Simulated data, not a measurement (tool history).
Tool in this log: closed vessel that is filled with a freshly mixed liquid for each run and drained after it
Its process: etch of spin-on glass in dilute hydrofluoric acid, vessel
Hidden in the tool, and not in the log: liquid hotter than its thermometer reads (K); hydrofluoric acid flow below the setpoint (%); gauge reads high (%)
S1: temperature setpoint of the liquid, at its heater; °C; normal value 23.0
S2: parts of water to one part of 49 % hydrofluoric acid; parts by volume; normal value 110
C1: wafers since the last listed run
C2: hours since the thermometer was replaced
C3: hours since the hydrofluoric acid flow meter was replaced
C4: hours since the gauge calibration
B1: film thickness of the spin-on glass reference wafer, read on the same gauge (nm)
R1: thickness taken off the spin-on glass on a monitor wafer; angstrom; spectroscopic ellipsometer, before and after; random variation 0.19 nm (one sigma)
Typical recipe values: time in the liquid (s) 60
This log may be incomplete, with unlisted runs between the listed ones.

run 1 hour=0.0 | S1=23.0 S2=110 time_in_the_liquid_(s)=60 | C1=0 C2=1343.0 C3=694.3 C4=148.7 | B1=120.00 | R1=276.3
run 2 hour=30.0 | S1=23.0 S2=110 time_in_the_liquid_(s)=60 | C1=3131 C2=1373.0 C3=724.3 C4=178.7 | B1=120.00 | R1=277.9
run 3 hour=43.6 | S1=23.0 S2=110 time_in_the_liquid_(s)=60 | C1=1419 C2=1386.6 C3=737.9 C4=192.3 | B1=119.98 | R1=277.2
run 4 hour=62.7 | S1=19.5 S2=110 time_in_the_liquid_(s)=60 | C1=1993 C2=1405.7 C3=757.0 C4=211.4 | B1=120.03 | R1=240.6
run 5 hour=93.9 | S1=19.5 S2=110 time_in_the_liquid_(s)=60 | C1=3256 C2=1436.9 C3=788.2 C4=242.6 | B1=119.99 | R1=241.8
run 6 hour=107.9 | S1=23.0 S2=110 time_in_the_liquid_(s)=35 | C1=1461 C2=1450.9 C3=802.2 C4=256.6 | B1=120.03 | R1=163.1
run 7 hour=134.6 | S1=23.0 S2=110 time_in_the_liquid_(s)=60 | C1=2786 C2=1477.6 C3=828.9 C4=283.3 | B1=119.99 | R1=281.4
run 8 hour=156.8 | S1=23.0 S2=110 time_in_the_liquid_(s)=60 | C1=2317 C2=1499.8 C3=851.1 C4=305.5 | B1=119.98 | R1=277.5
-- hour=170.6 gauge calibrated
run 9 hour=177.8 | S1=23.0 S2=110 time_in_the_liquid_(s)=60 | C1=2191 C2=1520.8 C3=872.1 C4=7.2 | B1=120.02 | R1=279.3
run 10 hour=191.9 | S1=23.0 S2=110 time_in_the_liquid_(s)=60 | C1=1471 C2=1534.9 C3=886.2 C4=21.3 | B1=119.98 | R1=280.5
run 11 hour=221.1 | S1=19.5 S2=140 time_in_the_liquid_(s)=40 | C1=3047 C2=1564.1 C3=915.4 C4=50.5 | B1=120.02 | R1=124.6
-- hour=239.2 thermometer replaced
run 12 hour=295.5 | S1=23.0 S2=110 time_in_the_liquid_(s)=60 | C1=7660 C2=56.3 C3=989.8 C4=124.9 | B1=120.01 | R1=254.2
-- hour=301.5 hydrofluoric acid flow meter replaced
run 13 hour=317.6 | S1=21.0 S2=110 time_in_the_liquid_(s)=40 | C1=2202 C2=78.4 C3=16.1 C4=147.0 | B1=119.99 | R1=156.3
run 14 hour=340.3 | S1=23.0 S2=60 time_in_the_liquid_(s)=60 | C1=2369 C2=101.1 C3=38.8 C4=169.7 | B1=120.00 | R1=496.7
run 15 hour=368.3 | S1=25.5 S2=110 time_in_the_liquid_(s)=60 | C1=2922 C2=129.1 C3=66.8 C4=197.7 | B1=120.01 | R1=282.0
run 16 hour=399.0 | S1=25.5 S2=65 time_in_the_liquid_(s)=95 | C1=3204 C2=159.8 C3=97.5 C4=228.4 | B1=120.02 | R1=803.3
run 17 hour=414.7 | S1=23.0 S2=110 time_in_the_liquid_(s)=85 | C1=1638 C2=175.5 C3=113.2 C4=244.1 | B1=120.01 | R1=362.1

Consider 5 possible next runs. They are alternatives, not a sequence: every one starts from the tool as it was left by run 17. What does each give?
run A hour=415.4 | S1=23.0 S2=130 time_in_the_liquid_(s)=60 | C1=73 C2=176.2 C3=113.9 C4=244.8 | B1=? | R1=?
run B hour=415.4 | S1=27.5 S2=70 time_in_the_liquid_(s)=30 | C1=73 C2=176.2 C3=113.9 C4=244.8 | B1=? | R1=?
run C hour=415.4 | S1=20.0 S2=110 time_in_the_liquid_(s)=90 | C1=73 C2=176.2 C3=113.9 C4=244.8 | B1=? | R1=?
run D hour=415.4 | S1=24.5 S2=110 time_in_the_liquid_(s)=90 | C1=73 C2=176.2 C3=113.9 C4=244.8 | B1=? | R1=?
run E hour=415.4 | S1=27.5 S2=145 time_in_the_liquid_(s)=60 | C1=73 C2=176.2 C3=113.9 C4=244.8 | B1=? | R1=?

run=A B1=119.99 R1=210.9
run=B B1=119.99 R1=252.0
run=C B1=119.99 R1=339.3
run=D B1=119.99 R1=405.9
run=E B1=119.99 R1=220.2
Without the tool's hidden state the same runs would have given:
run=A R1=207.9
run=B R1=248.5
run=C R1=334.3
run=D R1=400.2
run=E R1=217.3
